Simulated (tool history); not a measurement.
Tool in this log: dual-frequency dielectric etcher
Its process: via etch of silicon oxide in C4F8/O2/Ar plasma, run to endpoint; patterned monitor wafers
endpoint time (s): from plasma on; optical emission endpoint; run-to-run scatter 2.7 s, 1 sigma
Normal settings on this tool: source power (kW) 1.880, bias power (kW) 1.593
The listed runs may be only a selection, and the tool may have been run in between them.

run,hour,source power (kW),bias power (kW),"incoming incoming film thickness, nm",endpoint time (s)
1,0.0,1.880,1.435,1727.0,372.3
2,6.0,1.880,1.435,1744.4,370.5
3,20.8,1.880,1.593,1747.5,350.1
4,36.9,1.880,1.593,1737.9,349.8
5,53.7,1.880,1.593,1751.0,349.7
6,60.9,1.880,1.593,1718.6,347.8
# hour 96.9: wet clean of the chamber
7,97.4,1.880,1.593,1749.9,366.8
8,115.4,1.880,1.593,1746.8,370.2
9,126.7,1.880,1.593,1741.6,365.4
10,139.3,1.880,1.593,1733.7,366.0
11,147.6,1.880,1.593,1746.7,366.7
12,163.4,1.880,1.593,1726.7,360.4
13,177.7,2.050,1.703,1741.4,337.2
14,188.5,1.880,1.593,1741.7,368.8
# hour 200.6: source power generator calibrated
15,202.5,1.880,1.593,1740.2,363.9
# hour 229.6: upper electrode replaced
16,230.1,2.090,1.352,1732.1,367.9
17,230.5,1.880,1.593,1735.8,362.3
18,241.2,2.100,1.918,1741.4,315.7
# hour 248.0: bias power generator calibrated
19,255.3,2.340,1.398,1729.5,336.7
20,276.7,1.880,1.899,1745.8,336.4
21,286.9,1.880,1.278,1727.7,394.7
22,300.7,1.540,1.852,1742.0,378.9
23,313.5,1.530,1.452,1739.3,424.1
24,328.9,1.880,1.274,1755.0,400.8
25,345.1,1.880,1.593,1746.3,359.2
26,359.0,2.120,1.482,1727.8,338.2
27,366.9,1.880,1.593,1747.1,358.4
28,374.9,1.460,1.368,1721.6,441.6
29,384.0,1.880,1.979,1753.3,328.5
30,391.0,1.880,1.593,1737.9,356.9
31,404.9,1.440,1.931,1727.5,375.4
32,419.7,2.250,1.702,1724.2,310.7
33,429.4,2.140,1.261,1751.6,369.4
34,445.5,1.630,1.492,1746.1,398.8
35,454.8,2.050,1.363,1733.6,357.0
36,461.3,2.290,1.933,1738.3,293.8

Branching from run 36: 3 alternative next runs. What would each branch give?
A,461.8,1.430,1.593,1754.0,?
B,461.8,1.420,1.450,1754.0,?
C,461.8,1.620,1.968,1754.0,?

run,endpoint time (s)
A,419.6
B,440.0
C,354.5
Stripped of hidden state, with their random variation kept, the same runs would have yielded:
run,endpoint time (s)
A,437.3
B,458.6
C,369.5

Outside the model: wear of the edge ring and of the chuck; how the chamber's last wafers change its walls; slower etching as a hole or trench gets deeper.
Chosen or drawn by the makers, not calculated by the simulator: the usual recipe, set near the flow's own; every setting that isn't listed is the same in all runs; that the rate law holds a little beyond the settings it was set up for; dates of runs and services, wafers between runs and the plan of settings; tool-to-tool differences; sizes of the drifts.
